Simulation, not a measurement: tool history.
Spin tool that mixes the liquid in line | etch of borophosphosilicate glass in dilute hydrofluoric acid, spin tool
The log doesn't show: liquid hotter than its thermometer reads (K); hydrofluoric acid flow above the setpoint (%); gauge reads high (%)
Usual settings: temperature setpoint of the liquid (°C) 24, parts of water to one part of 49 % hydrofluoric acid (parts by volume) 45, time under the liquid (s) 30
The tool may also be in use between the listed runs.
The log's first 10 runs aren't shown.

run	hour	temperature setpoint of the liquid (°C)	parts of water to one part of 49 % hydrofluoric acid (parts by volume)	time under the liquid (s)	wafers since the last listed run	hours since the thermometer was replaced	hours since the hydrofluoric acid flow meter was replaced	hours since the gauge calibration	read-back film thickness of the borophosphosilicate glass reference wafer, read on the same gauge (nm)	thickness taken off the borophosphosilicate glass on a monitor wafer (nm)
11	164.8	24	45	30	244	81.2	600.9	21.7	60.01	44.18
12	177.2	26.5	30	20	197	93.6	613.3	34.1	60.04	50.1
13	188.2	24	65	30	175	104.6	624.3	45.1	59.99	29.82
14	202.7	24	45	30	231	119.1	638.8	59.6	60.02	43.93
15	213.1	28	45	40	165	129.5	649.2	70	60.01	68.91
16	223.6	24	50	30	167	140	659.7	80.5	60	39.51
17	240.7	21	60	15	272	157.1	676.8	97.6	60	14.25
18	248.8	24	30	30	129	165.2	684.9	105.7	60.01	67.74
# hour 253.2: hydrofluoric acid flow meter replaced
19	262.9	28.5	45	35	209	179.3	9.7	119.8	60	61.76
20	276.5	22.5	45	30	217	192.9	23.3	133.4	60.03	41.48
21	292.4	20	60	20	253	208.8	39.2	149.3	60	18.4
22	308.4	24	45	30	255	224.8	55.2	165.3	59.99	43.92
23	322.5	28	25	30	225	238.9	69.3	179.4	60.01	96.65
24	332.3	21.5	45	35	156	248.7	79.1	189.2	59.98	46.55
25	349.3	21	30	45	271	265.7	96.1	206.2	60	88.94
26	363.7	24	25	50	229	280.1	110.5	220.6	59.99	137.27
27	375.6	28	45	40	189	292	122.4	232.5	59.97	69.53
28	390	28	35	40	229	306.4	136.8	246.9	60.01	90.08
29	407.3	27	45	15	276	323.7	154.1	264.2	59.98	24.89
30	423.6	24	45	30	260	340	170.4	280.5	59.99	44.4
31	432.4	22	35	40	140	348.8	179.2	289.3	59.97	70.76
32	444.4	22.5	60	20	191	360.8	191.2	301.3	60.02	20.45

4 ways to go on from here, each from the tool as it stands after run 32. What would each give?
A	444.8	24	45	30	6	361.2	191.6	301.7	?	?
B	444.8	24	45	15	6	361.2	191.6	301.7	?	?
C	444.8	24	35	30	6	361.2	191.6	301.7	?	?
D	444.8	22.5	50	20	6	361.2	191.6	301.7	?	?

run	read-back film thickness of the borophosphosilicate glass reference wafer, read on the same gauge (nm)	thickness taken off the borophosphosilicate glass on a monitor wafer (nm)
A	59.96	44.25
B	59.96	22.13
C	59.96	57.67
D	59.96	24.79
Without the tool's hidden state the same runs would have given:
run	thickness taken off the borophosphosilicate glass on a monitor wafer (nm)
A	43.73
B	21.86
C	56.98
D	24.49

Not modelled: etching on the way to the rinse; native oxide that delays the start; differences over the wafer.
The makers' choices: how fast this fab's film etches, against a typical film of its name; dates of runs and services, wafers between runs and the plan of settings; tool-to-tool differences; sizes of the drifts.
